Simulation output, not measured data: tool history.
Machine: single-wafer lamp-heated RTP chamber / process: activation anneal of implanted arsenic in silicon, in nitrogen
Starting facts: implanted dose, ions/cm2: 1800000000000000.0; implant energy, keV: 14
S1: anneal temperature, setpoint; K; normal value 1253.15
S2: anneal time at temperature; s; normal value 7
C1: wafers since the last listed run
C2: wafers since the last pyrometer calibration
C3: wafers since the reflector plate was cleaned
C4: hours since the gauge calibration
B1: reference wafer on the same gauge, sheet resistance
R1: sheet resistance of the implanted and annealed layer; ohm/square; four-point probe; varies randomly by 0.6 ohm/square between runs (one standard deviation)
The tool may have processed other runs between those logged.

run	day	S1	S2	C1	C2	C3	C4	B1	R1
1	0	1253.15	7	0	1163	5432	762.6	155.85	145.88
2	0.738	1253.15	7	168	1331	5600	780.3	156.16	145.01
3	1.517	1253.15	7	177	1509	5778	799	156	144.5
# day 2.242: pyrometer window cleaned and pyrometer calibrated
4	2.492	1253.15	7	146	56	5924	822.4	156.05	148.19
5	3.467	1253.15	7	222	278	6147	845.8	156.07	147.15
6	4.75	1253.15	7	292	571	6439	876.6	156.04	147.43
7	5.712	1239.15	7	219	790	6659	899.7	155.99	153.74
8	6.633	1253.15	7	209	1000	6869	921.8	155.95	144.9
9	7.867	1253.15	7	281	1282	7150	951.4	156.11	145.57
10	8.888	1253.15	10	232	1514	7383	975.9	156.08	139.49
# day 10.012: pyrometer window cleaned and pyrometer calibrated
11	10.196	1230.15	7	222	42	7605	1007.3	155.98	158.67
12	10.754	1230.15	7	127	169	7732	1020.7	156.07	159.16
# day 12.029: gauge calibrated
13	12.058	1253.15	7	297	466	8030	0.7	156.03	147.88
14	13.15	1253.15	4	248	715	8279	26.9	156	154.51
15	14.608	1253.15	4	332	1048	8611	61.9	156.05	153.02
16	16.071	1253.15	4	333	1381	8945	97	156.03	152.37
17	17.033	1245.15	4	219	1601	9164	120.1	156.14	154.97
18	17.762	1245.15	4	166	1767	9330	137.6	156	154.23
# day 18.229: pyrometer window cleaned and pyrometer calibrated
19	18.808	1253.15	7	162	131	9493	162.7	155.91	148.87
20	20.117	1238.15	11	298	429	9791	194.1	156.01	151.07
21	20.838	1224.15	3	164	594	9956	211.4	156	167.62
22	21.896	1253.15	11	241	835	10197	236.8	156.09	140.55
# day 22.308: reflector plate cleaned
23	23.279	1253.15	9	239	1075	221	270	156.02	144.8
24	24.617	1253.15	7	304	1379	526	302.1	156.02	144.9
25	25.75	1273.15	7	258	1638	784	329.3	156.05	132.99
26	26.45	1276.15	10	159	1798	944	346.1	155.84	122.71
# day 27.008: pyrometer window cleaned and pyrometer calibrated
27	27.583	1262.15	10	182	131	1126	373.3	155.94	137.13
28	29.704	1263.15	9	483	614	1610	424.2	155.97	137.7
29	30.529	1241.15	3	188	802	1798	444	156	161.47
30	31.204	1253.15	5	153	956	1952	460.2	156.1	149.89
31	31.804	1268.15	11	136	1093	2089	474.6	156	127.76
32	34.317	1253.15	7	572	1666	2662	534.9	155.98	143.68
33	35.517	1253.15	7	273	1939	2935	563.7	155.97	141.39
34	36.121	1228.15	9	137	2077	3073	578.2	155.84	152.23
# day 36.6: pyrometer window cleaned and pyrometer calibrated
35	37.179	1261.15	8	165	132	3238	603.6	155.98	142.47
36	38.196	1274.15	4	231	363	3470	628	155.99	146.36

Consider 5 possible next runs. They are alternatives, not a sequence: every one starts from the tool as it was left by run 36. What does each give?
A	38.212	1253.15	7	3	367	3474	628.4	?	?
B	38.212	1238.15	9	3	367	3474	628.4	?	?
C	38.212	1253.15	3	3	367	3474	628.4	?	?
D	38.212	1280.15	4	3	367	3474	628.4	?	?
E	38.212	1234.15	10	3	367	3474	628.4	?	?

run	B1	R1
A	156.06	147.93
B	156.06	152.43
C	156.06	156.9
D	156.06	142.08
E	156.06	153.19
With the hidden condition removed and each run's random variation left untouched, the same runs would have given:
run	R1
A	148.26
B	152.76
C	157.13
D	142.4
E	153.52
